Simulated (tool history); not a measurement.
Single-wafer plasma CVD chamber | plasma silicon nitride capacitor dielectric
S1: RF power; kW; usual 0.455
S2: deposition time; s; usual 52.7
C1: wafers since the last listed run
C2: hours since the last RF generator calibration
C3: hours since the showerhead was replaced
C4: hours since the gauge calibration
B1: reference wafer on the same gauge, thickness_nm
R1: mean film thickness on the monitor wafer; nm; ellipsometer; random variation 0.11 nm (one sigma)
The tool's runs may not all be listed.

run 1 hour=0 | S1=0.455 S2=52.7 | C1=0 C2=922.5 C3=3382.4 C4=140.4 | B1=79.507 | R1=72.491
run 2 hour=6.7 | S1=0.525 S2=52.7 | C1=148 C2=929.2 C3=3389.1 C4=147.1 | B1=79.502 | R1=75.95
run 3 hour=22.3 | S1=0.525 S2=52.7 | C1=346 C2=944.8 C3=3404.7 C4=162.7 | B1=79.52 | R1=76.119
run 4 hour=40 | S1=0.455 S2=52.7 | C1=393 C2=962.5 C3=3422.4 C4=180.4 | B1=79.5 | R1=72.676
run 5 hour=48.1 | S1=0.455 S2=52.7 | C1=180 C2=970.6 C3=3430.5 C4=188.5 | B1=79.493 | R1=72.741
run 6 hour=61.7 | S1=0.455 S2=52.7 | C1=302 C2=984.2 C3=3444.1 C4=202.1 | B1=79.513 | R1=72.428
run 7 hour=72.1 | S1=0.455 S2=52.7 | C1=231 C2=994.6 C3=3454.5 C4=212.5 | B1=79.475 | R1=72.457
run 8 hour=87.1 | S1=0.455 S2=52.7 | C1=333 C2=1009.6 C3=3469.5 C4=227.5 | B1=79.492 | R1=72.473
-- hour=103 showerhead replaced
run 9 hour=105 | S1=0.455 S2=52.7 | C1=220 C2=1027.5 C3=2 C4=245.4 | B1=79.467 | R1=72.453
-- hour=110.9 gauge calibrated
run 10 hour=117.8 | S1=0.455 S2=52.7 | C1=284 C2=1040.3 C3=14.8 C4=6.9 | B1=79.485 | R1=72.626

The next listed run, before its measurement:
run 11 hour=125.2 | S1=0.425 S2=42.4 | C1=164 C2=1047.7 C3=22.2 C4=14.3 | B1=? | R1=?

{"run 11": {"B1": 79.503, "R1": 57.016}}
Take away the tool's hidden state, keep the run-to-run variation as it was, and the same run would have given R1 58.876 nm.

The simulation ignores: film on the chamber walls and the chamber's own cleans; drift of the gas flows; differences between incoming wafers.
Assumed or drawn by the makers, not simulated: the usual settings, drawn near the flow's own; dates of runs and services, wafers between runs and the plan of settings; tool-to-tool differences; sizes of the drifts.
